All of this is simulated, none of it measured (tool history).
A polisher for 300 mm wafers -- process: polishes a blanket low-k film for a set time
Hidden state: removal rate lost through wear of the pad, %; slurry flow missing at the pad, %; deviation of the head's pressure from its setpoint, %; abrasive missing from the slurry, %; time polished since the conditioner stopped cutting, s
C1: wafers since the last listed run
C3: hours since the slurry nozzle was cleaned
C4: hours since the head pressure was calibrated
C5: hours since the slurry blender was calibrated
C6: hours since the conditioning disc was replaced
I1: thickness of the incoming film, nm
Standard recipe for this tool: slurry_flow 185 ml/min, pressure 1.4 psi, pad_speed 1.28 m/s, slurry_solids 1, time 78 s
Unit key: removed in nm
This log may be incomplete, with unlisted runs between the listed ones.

{"run": 1, "hour": 0.0, "slurry_flow": 185, "pressure": 1.4, "pad_speed": 1.28, "slurry_solids": 1, "time": 78, "C1": 0, "wafers polished on this pad": 6179, "C3": 167.2, "C4": 428.8, "C5": 72.8, "C6": 713, "I1": 382.6, "removed": 24.4}
{"hour": 22.2, "done": "conditioning disc replaced and pad reconditioned"}
{"run": 2, "hour": 101.9, "slurry_flow": 185, "pressure": 1.4, "pad_speed": 1.28, "slurry_solids": 1, "time": 78, "C1": 1151, "wafers polished on this pad": 7331, "C3": 269.1, "C4": 530.7, "C5": 174.7, "C6": 79.7, "I1": 380.2, "removed": 27.6}
{"run": 3, "hour": 142.6, "slurry_flow": 130, "pressure": 1.4, "pad_speed": 1.12, "slurry_solids": 1, "time": 78, "C1": 469, "wafers polished on this pad": 7800, "C3": 309.8, "C4": 571.4, "C5": 215.4, "C6": 120.4, "I1": 382.7, "removed": 23.1}
{"run": 4, "hour": 211.5, "slurry_flow": 185, "pressure": 1.4, "pad_speed": 1.28, "slurry_solids": 1, "time": 78, "C1": 794, "wafers polished on this pad": 8594, "C3": 378.7, "C4": 640.3, "C5": 284.3, "C6": 189.3, "I1": 383.8, "removed": 27.3}
{"run": 5, "hour": 267.9, "slurry_flow": 185, "pressure": 1.4, "pad_speed": 1.28, "slurry_solids": 1, "time": 78, "C1": 650, "wafers polished on this pad": 9244, "C3": 435.1, "C4": 696.7, "C5": 340.7, "C6": 245.7, "I1": 380.9, "removed": 26.7}
{"hour": 280.7, "done": "worn pad replaced by a new one"}
{"run": 6, "hour": 371.9, "slurry_flow": 185, "pressure": 1.4, "pad_speed": 1.46, "slurry_solids": 1, "time": 60, "C1": 1152, "wafers polished on this pad": 1051, "C3": 539.1, "C4": 800.7, "C5": 444.7, "C6": 349.7, "I1": 381.7, "removed": 22.4}
{"run": 7, "hour": 442.1, "slurry_flow": 185, "pressure": 1.4, "pad_speed": 1.28, "slurry_solids": 1.15, "time": 51, "C1": 809, "wafers polished on this pad": 1861, "C3": 609.3, "C4": 870.9, "C5": 514.9, "C6": 419.9, "I1": 383.6, "removed": 18.8}
{"run": 8, "hour": 479.1, "slurry_flow": 235, "pressure": 1.4, "pad_speed": 1.44, "slurry_solids": 1, "time": 94, "C1": 426, "wafers polished on this pad": 2287, "C3": 646.3, "C4": 907.9, "C5": 551.9, "C6": 456.9, "I1": 382.9, "removed": 35.3}
{"run": 9, "hour": 538.8, "slurry_flow": 205, "pressure": 1.2, "pad_speed": 1.5, "slurry_solids": 1, "time": 67, "C1": 688, "wafers polished on this pad": 2975, "C3": 706, "C4": 967.6, "C5": 611.6, "C6": 516.6, "I1": 374.6, "removed": 21.8}
{"hour": 575.7, "done": "slurry nozzle cleaned"}
{"run": 10, "hour": 607.0, "slurry_flow": 185, "pressure": 1.4, "pad_speed": 1.28, "slurry_solids": 1, "time": 78, "C1": 774, "wafers polished on this pad": 3750, "C3": 31.3, "C4": 1035.8, "C5": 679.8, "C6": 584.8, "I1": 385.9, "removed": 25.3}
{"run": 11, "hour": 692.6, "slurry_flow": 205, "pressure": 1.4, "pad_speed": 1.28, "slurry_solids": 1, "time": 87, "C1": 986, "wafers polished on this pad": 4737, "C3": 116.9, "C4": 1121.4, "C5": 765.4, "C6": 670.4, "I1": 381.4, "removed": 29}
{"hour": 739.1, "done": "slurry blender recalibrated"}
{"run": 12, "hour": 749.1, "slurry_flow": 185, "pressure": 1.4, "pad_speed": 1.28, "slurry_solids": 1.1, "time": 78, "C1": 628, "wafers polished on this pad": 5365, "C3": 173.4, "C4": 1177.9, "C5": 10, "C6": 726.9, "I1": 378.6, "removed": 26.4}
{"hour": 818.5, "done": "head pressure recalibrated"}
{"hour": 829.7, "done": "conditioning disc replaced and pad reconditioned"}
{"run": 13, "hour": 839.7, "slurry_flow": 185, "pressure": 1.4, "pad_speed": 1.28, "slurry_solids": 1.25, "time": 68, "C1": 998, "wafers polished on this pad": 6363, "C3": 264, "C4": 21.2, "C5": 100.6, "C6": 10, "I1": 380.7, "removed": 27.4}
{"run": 14, "hour": 908.9, "slurry_flow": 145, "pressure": 1.4, "pad_speed": 0.94, "slurry_solids": 1, "time": 78, "C1": 797, "wafers polished on this pad": 7161, "C3": 333.2, "C4": 90.4, "C5": 169.8, "C6": 79.2, "I1": 381.9, "removed": 20.8}
{"hour": 932.2, "done": "worn pad replaced by a new one"}
{"run": 15, "hour": 970.0, "slurry_flow": 185, "pressure": 1.4, "pad_speed": 1.28, "slurry_solids": 1, "time": 78, "C1": 658, "wafers polished on this pad": 435, "C3": 394.3, "C4": 151.5, "C5": 230.9, "C6": 140.3, "I1": 374, "removed": 27}
{"run": 16, "hour": 1008.9, "slurry_flow": 205, "pressure": 1.4, "pad_speed": 1.28, "slurry_solids": 1, "time": 78, "C1": 448, "wafers polished on this pad": 884, "C3": 433.2, "C4": 190.4, "C5": 269.8, "C6": 179.2, "I1": 385.8, "removed": 27.1}
{"run": 17, "hour": 1114.3, "slurry_flow": 140, "pressure": 1.4, "pad_speed": 1.28, "slurry_solids": 1, "time": 78, "C1": 1215, "wafers polished on this pad": 2099, "C3": 538.6, "C4": 295.8, "C5": 375.2, "C6": 284.6, "I1": 379.7, "removed": 25}
{"run": 18, "hour": 1172.9, "slurry_flow": 185, "pressure": 1.4, "pad_speed": 0.86, "slurry_solids": 1, "time": 78, "C1": 675, "wafers polished on this pad": 2775, "C3": 597.2, "C4": 354.4, "C5": 433.8, "C6": 343.2, "I1": 386.1, "removed": 19.6}
{"run": 19, "hour": 1218.6, "slurry_flow": 185, "pressure": 1.4, "pad_speed": 1.28, "slurry_solids": 1, "time": 78, "C1": 526, "wafers polished on this pad": 3301, "C3": 642.9, "C4": 400.1, "C5": 479.5, "C6": 388.9, "I1": 378.2, "removed": 26.4}
{"run": 20, "hour": 1309.0, "slurry_flow": 125, "pressure": 0.9, "pad_speed": 1.56, "slurry_solids": 1, "time": 78, "C1": 1042, "wafers polished on this pad": 4343, "C3": 733.3, "C4": 490.5, "C5": 569.9, "C6": 479.3, "I1": 380.6, "removed": 18.2}
{"run": 21, "hour": 1368.5, "slurry_flow": 140, "pressure": 1.8, "pad_speed": 1.54, "slurry_solids": 1.25, "time": 78, "C1": 685, "wafers polished on this pad": 5029, "C3": 792.8, "C4": 550, "C5": 629.4, "C6": 538.8, "I1": 382, "removed": 39.3}
{"hour": 1378.6, "done": "slurry nozzle cleaned"}
{"run": 22, "hour": 1474.9, "slurry_flow": 185, "pressure": 1.2, "pad_speed": 1, "slurry_solids": 1, "time": 103, "C1": 1215, "wafers polished on this pad": 6244, "C3": 96.3, "C4": 656.4, "C5": 735.8, "C6": 645.2, "I1": 382.3, "removed": 24.3}
{"hour": 1509.9, "done": "slurry blender recalibrated"}
{"hour": 1554.3, "done": "conditioning disc replaced and pad reconditioned"}
{"run": 23, "hour": 1563.8, "slurry_flow": 185, "pressure": 1.4, "pad_speed": 1.28, "slurry_solids": 1, "time": 90, "C1": 978, "wafers polished on this pad": 7223, "C3": 185.2, "C4": 745.3, "C5": 53.9, "C6": 9.5, "I1": 379.7, "removed": 32.1}
{"run": 24, "hour": 1639.2, "slurry_flow": 185, "pressure": 1.9, "pad_speed": 0.88, "slurry_solids": 1, "time": 78, "C1": 869, "wafers polished on this pad": 8092, "C3": 260.6, "C4": 820.7, "C5": 129.3, "C6": 84.9, "I1": 383.6, "removed": 26.8}
{"hour": 1706.8, "done": "worn pad replaced by a new one"}
{"run": 25, "hour": 1708.6, "slurry_flow": 230, "pressure": 1.4, "pad_speed": 1.28, "slurry_solids": 1, "time": 78, "C1": 753, "wafers polished on this pad": 20, "C3": 330, "C4": 890.1, "C5": 198.7, "C6": 154.3, "I1": 376.8, "removed": 28.1}
{"run": 26, "hour": 1769.2, "slurry_flow": 185, "pressure": 1.4, "pad_speed": 1.28, "slurry_solids": 1, "time": 78, "C1": 698, "wafers polished on this pad": 719, "C3": 390.6, "C4": 950.7, "C5": 259.3, "C6": 214.9, "I1": 379.9, "removed": 26.3}

Forecast each of these 3 alternatives for the next run:
{"run": "A", "hour": 1769.6, "slurry_flow": 185, "pressure": 1.4, "pad_speed": 1.28, "slurry_solids": 1, "time": 78, "C1": 4, "wafers polished on this pad": 723, "C3": 391, "C4": 951.1, "C5": 259.7, "C6": 215.3, "I1": 384, "removed": "?"}
{"run": "B", "hour": 1769.6, "slurry_flow": 185, "pressure": 1.5, "pad_speed": 1.28, "slurry_solids": 1, "time": 78, "C1": 4, "wafers polished on this pad": 723, "C3": 391, "C4": 951.1, "C5": 259.7, "C6": 215.3, "I1": 384, "removed": "?"}
{"run": "C", "hour": 1769.6, "slurry_flow": 165, "pressure": 1.7, "pad_speed": 1.28, "slurry_solids": 1, "time": 97, "C1": 4, "wafers polished on this pad": 723, "C3": 391, "C4": 951.1, "C5": 259.7, "C6": 215.3, "I1": 384, "removed": "?"}

run=A removed=26.5
run=B removed=28.3
run=C removed=38.9
Without the tool's unlogged condition, the same runs would have read:
run=A removed=28
run=B removed=30
run=C removed=41.5
